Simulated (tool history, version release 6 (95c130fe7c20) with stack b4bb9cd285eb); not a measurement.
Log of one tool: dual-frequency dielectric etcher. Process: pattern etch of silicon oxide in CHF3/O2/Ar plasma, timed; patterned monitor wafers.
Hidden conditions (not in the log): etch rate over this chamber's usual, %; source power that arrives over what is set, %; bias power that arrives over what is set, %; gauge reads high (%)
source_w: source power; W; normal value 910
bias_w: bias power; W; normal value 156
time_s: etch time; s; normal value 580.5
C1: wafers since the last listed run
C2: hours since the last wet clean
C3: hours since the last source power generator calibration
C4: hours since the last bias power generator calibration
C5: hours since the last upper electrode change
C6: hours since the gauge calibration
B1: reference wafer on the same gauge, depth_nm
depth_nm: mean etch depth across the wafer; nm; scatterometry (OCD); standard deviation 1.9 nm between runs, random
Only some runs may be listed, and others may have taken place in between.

run 1 day=0.000 | source_w=910 bias_w=156 time_s=580.5 | C1=0 C2=166.7 C3=5067.3 C4=5002.3 C5=3288.9 C6=251.4 | B1=1440.2 | depth_nm=1275.7
run 2 day=0.675 | source_w=910 bias_w=156 time_s=580.5 | C1=59 C2=182.9 C3=5083.5 C4=5018.5 C5=3305.1 C6=267.6 | B1=1440.2 | depth_nm=1275.2
run 3 day=1.188 | source_w=910 bias_w=156 time_s=580.5 | C1=44 C2=195.2 C3=5095.8 C4=5030.8 C5=3317.4 C6=279.9 | B1=1439.6 | depth_nm=1276.0
run 4 day=1.546 | source_w=910 bias_w=132 time_s=580.5 | C1=31 C2=203.8 C3=5104.4 C4=5039.4 C5=3326.0 C6=288.5 | B1=1440.1 | depth_nm=1190.2
-- day=1.883 gauge calibrated
run 5 day=2.325 | source_w=910 bias_w=156 time_s=580.5 | C1=68 C2=222.5 C3=5123.1 C4=5058.1 C5=3344.7 C6=10.6 | B1=1440.5 | depth_nm=1272.8
run 6 day=2.671 | source_w=910 bias_w=156 time_s=580.5 | C1=30 C2=230.8 C3=5131.4 C4=5066.4 C5=3353.0 C6=18.9 | B1=1441.2 | depth_nm=1274.9
run 7 day=3.150 | source_w=910 bias_w=156 time_s=580.5 | C1=42 C2=242.3 C3=5142.9 C4=5077.9 C5=3364.5 C6=30.4 | B1=1441.1 | depth_nm=1273.4
-- day=4.558 upper electrode replaced
run 8 day=4.579 | source_w=910 bias_w=156 time_s=580.5 | C1=37 C2=276.6 C3=5177.2 C4=5112.2 C5=0.5 C6=64.7 | B1=1439.9 | depth_nm=1275.1
run 9 day=4.600 | source_w=910 bias_w=156 time_s=580.5 | C1=1 C2=277.1 C3=5177.7 C4=5112.7 C5=1.0 C6=65.2 | B1=1440.6 | depth_nm=1274.5
run 10 day=4.883 | source_w=910 bias_w=156 time_s=580.5 | C1=24 C2=283.9 C3=5184.5 C4=5119.5 C5=7.8 C6=72.0 | B1=1439.8 | depth_nm=1274.0
run 11 day=5.500 | source_w=910 bias_w=156 time_s=580.5 | C1=54 C2=298.7 C3=5199.3 C4=5134.3 C5=22.6 C6=86.8 | B1=1440.6 | depth_nm=1271.3
run 12 day=5.779 | source_w=910 bias_w=156 time_s=490.0 | C1=24 C2=305.4 C3=5206.0 C4=5141.0 C5=29.3 C6=93.5 | B1=1441.3 | depth_nm=1073.1
run 13 day=6.400 | source_w=1010 bias_w=194 time_s=445.5 | C1=54 C2=320.3 C3=5220.9 C4=5155.9 C5=44.2 C6=108.4 | B1=1440.5 | depth_nm=1095.0
-- day=6.708 source power generator calibrated
run 14 day=7.100 | source_w=810 bias_w=138 time_s=746.5 | C1=46 C2=337.1 C3=9.4 C4=5172.7 C5=61.0 C6=125.2 | B1=1439.0 | depth_nm=1507.9
run 15 day=7.562 | source_w=910 bias_w=138 time_s=407.0 | C1=40 C2=348.2 C3=20.5 C4=5183.8 C5=72.1 C6=136.3 | B1=1440.1 | depth_nm=848.0
-- day=8.992 wet clean of the chamber
-- day=9.146 bias power generator calibrated
run 16 day=9.167 | source_w=910 bias_w=156 time_s=661.5 | C1=39 C2=4.2 C3=59.0 C4=0.5 C5=110.6 C6=174.8 | B1=1439.2 | depth_nm=1455.5
run 17 day=9.188 | source_w=1130 bias_w=128 time_s=731.0 | C1=1 C2=4.7 C3=59.5 C4=1.0 C5=111.1 C6=175.3 | B1=1439.2 | depth_nm=1567.4
run 18 day=9.208 | source_w=710 bias_w=177 time_s=580.5 | C1=1 C2=5.2 C3=60.0 C4=1.5 C5=111.6 C6=175.8 | B1=1440.7 | depth_nm=1265.5
run 19 day=9.225 | source_w=910 bias_w=156 time_s=580.5 | C1=1 C2=5.6 C3=60.4 C4=1.9 C5=112.0 C6=176.2 | B1=1440.9 | depth_nm=1275.4
run 20 day=9.692 | source_w=910 bias_w=156 time_s=580.5 | C1=40 C2=16.8 C3=71.6 C4=13.1 C5=123.2 C6=187.4 | B1=1439.1 | depth_nm=1275.9
run 21 day=10.192 | source_w=1110 bias_w=142 time_s=527.5 | C1=43 C2=28.8 C3=83.6 C4=25.1 C5=135.2 C6=199.4 | B1=1440.1 | depth_nm=1174.6
run 22 day=10.700 | source_w=760 bias_w=137 time_s=422.0 | C1=44 C2=41.0 C3=95.8 C4=37.3 C5=147.4 C6=211.6 | B1=1439.7 | depth_nm=843.2
run 23 day=11.096 | source_w=910 bias_w=156 time_s=523.0 | C1=34 C2=50.5 C3=105.3 C4=46.8 C5=156.9 C6=221.1 | B1=1441.1 | depth_nm=1148.8
run 24 day=11.488 | source_w=910 bias_w=119 time_s=533.5 | C1=34 C2=59.9 C3=114.7 C4=56.2 C5=166.3 C6=230.5 | B1=1440.4 | depth_nm=1049.5
run 25 day=11.929 | source_w=910 bias_w=156 time_s=580.5 | C1=38 C2=70.5 C3=125.3 C4=66.8 C5=176.9 C6=241.1 | B1=1440.4 | depth_nm=1275.3
run 26 day=12.488 | source_w=910 bias_w=138 time_s=680.5 | C1=48 C2=83.9 C3=138.7 C4=80.2 C5=190.3 C6=254.5 | B1=1440.5 | depth_nm=1421.3
run 27 day=13.175 | source_w=910 bias_w=170 time_s=580.5 | C1=60 C2=100.4 C3=155.2 C4=96.7 C5=206.8 C6=271.0 | B1=1439.1 | depth_nm=1322.9
run 28 day=13.675 | source_w=910 bias_w=156 time_s=480.0 | C1=43 C2=112.4 C3=167.2 C4=108.7 C5=218.8 C6=283.0 | B1=1440.5 | depth_nm=1050.7
-- day=13.800 gauge calibrated
run 29 day=14.146 | source_w=910 bias_w=136 time_s=456.5 | C1=41 C2=123.7 C3=178.5 C4=120.0 C5=230.1 C6=8.3 | B1=1440.5 | depth_nm=945.4

Here are 5 independent what-if runs from the current tool condition. What would each one return?
run A day=14.171 | source_w=910 bias_w=156 time_s=580.5 | C1=2 C2=124.3 C3=179.1 C4=120.6 C5=230.7 C6=8.9 | B1=? | depth_nm=?
run B day=14.171 | source_w=800 bias_w=156 time_s=516.0 | C1=2 C2=124.3 C3=179.1 C4=120.6 C5=230.7 C6=8.9 | B1=? | depth_nm=?
run C day=14.171 | source_w=1030 bias_w=190 time_s=507.0 | C1=2 C2=124.3 C3=179.1 C4=120.6 C5=230.7 C6=8.9 | B1=? | depth_nm=?
run D day=14.171 | source_w=1050 bias_w=119 time_s=735.5 | C1=2 C2=124.3 C3=179.1 C4=120.6 C5=230.7 C6=8.9 | B1=? | depth_nm=?
run E day=14.171 | source_w=770 bias_w=169 time_s=736.5 | C1=2 C2=124.3 C3=179.1 C4=120.6 C5=230.7 C6=8.9 | B1=? | depth_nm=?

run=A B1=1440.3 depth_nm=1269.6
run=B B1=1440.3 depth_nm=1093.6
run=C B1=1440.3 depth_nm=1239.8
run=D B1=1440.3 depth_nm=1496.0
run=E B1=1440.3 depth_nm=1598.6
Had the tool no hidden state, the same runs would have come out as:
run=A depth_nm=1275.4
run=B depth_nm=1098.6
run=C depth_nm=1245.5
run=D depth_nm=1502.8
run=E depth_nm=1605.9
